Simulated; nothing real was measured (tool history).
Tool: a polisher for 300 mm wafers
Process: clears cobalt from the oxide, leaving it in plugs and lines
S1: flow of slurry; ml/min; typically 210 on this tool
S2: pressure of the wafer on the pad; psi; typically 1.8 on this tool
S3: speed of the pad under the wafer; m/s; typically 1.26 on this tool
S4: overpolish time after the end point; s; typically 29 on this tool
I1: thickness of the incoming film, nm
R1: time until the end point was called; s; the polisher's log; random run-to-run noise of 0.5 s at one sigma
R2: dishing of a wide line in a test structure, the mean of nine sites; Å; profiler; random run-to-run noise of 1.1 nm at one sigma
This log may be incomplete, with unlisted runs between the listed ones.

| run | hour | S1 | S2 | S3 | S4 | I1 | R1 | R2 |
|---|---|---|---|---|---|---|---|---|
| 1 | 0 | 210 | 1.8 | 1.26 | 29 | 318.9 | 50.5 | 753 |
| 2 | 17.3 | 210 | 1.8 | 1.26 | 29 | 319.4 | 49.6 | 749 |
|  | 32.9 | worn pad replaced by a new one |
| 3 | 34.2 | 210 | 1.8 | 1.26 | 29 | 323.9 | 48.7 | 734 |
| 4 | 41.8 | 210 | 2.3 | 1.26 | 34 | 320.7 | 38.4 | 829 |
| 5 | 85.8 | 210 | 2.3 | 1.26 | 34 | 315.5 | 38.9 | 819 |
|  | 94 | worn pad replaced by a new one |
| 6 | 102.3 | 210 | 1.8 | 1.26 | 29 | 323.1 | 49.3 | 738 |
| 7 | 111.7 | 210 | 1.8 | 1.26 | 29 | 320.6 | 50.2 | 746 |
| 8 | 120.9 | 210 | 1.8 | 1.26 | 29 | 320.1 | 50.3 | 760 |
| 9 | 131.9 | 210 | 1.8 | 1.26 | 29 | 318.6 | 49.3 | 732 |
| 10 | 138.6 | 210 | 1.6 | 1.26 | 42 | 316.1 | 56.1 | 809 |
|  | 142.6 | head pressure recalibrated |
| 11 | 147.7 | 210 | 1.8 | 1.26 | 29 | 320.3 | 51.5 | 733 |
|  | 156.2 | slurry nozzle cleaned |
|  | 158 | worn pad replaced by a new one |
| 12 | 161.8 | 210 | 2.4 | 1.26 | 29 | 316.5 | 35.5 | 794 |
| 13 | 176.8 | 210 | 1.2 | 1.46 | 14 | 324.1 | 67.5 | 447 |
| 14 | 192 | 235 | 1.8 | 1.6 | 42 | 315.6 | 40.9 | 856 |
| 15 | 211.2 | 210 | 1.8 | 1.26 | 29 | 319.5 | 50.3 | 740 |
|  | 222.1 | worn pad replaced by a new one |
| 16 | 226.2 | 210 | 1.2 | 1.26 | 29 | 317.1 | 73.4 | 630 |
| 17 | 239.4 | 270 | 1.8 | 1.56 | 15 | 319.5 | 40.8 | 619 |
| 18 | 248.1 | 210 | 1.5 | 1.26 | 29 | 323.1 | 60.1 | 692 |
| 19 | 256.4 | 210 | 1.8 | 0.82 | 29 | 322.3 | 67.5 | 665 |

Same runs, no hidden state in the tool, same run-to-run variation:
The hidden state here: removal rate lost through wear of the pad, %; slurry flow missing at the pad, %; deviation of the head's pressure from its setpoint, %.
| run | R1 | R2 |
|---|---|---|
| 1 | 49.4 | 758 |
| 2 | 47.8 | 758 |
| 3 | 48.4 | 735 |
| 4 | 37.9 | 830 |
| 5 | 37 | 826 |
| 6 | 48.9 | 740 |
| 7 | 49.5 | 750 |
| 8 | 49.1 | 766 |
| 9 | 47.7 | 740 |
| 10 | 54 | 817 |
| 11 | 49.2 | 745 |
| 12 | 35.1 | 795 |
| 13 | 66 | 453 |
| 14 | 39.5 | 859 |
| 15 | 47.8 | 753 |
| 16 | 72.9 | 632 |
| 17 | 40.1 | 625 |
| 18 | 58.6 | 699 |
| 19 | 65.3 | 675 |
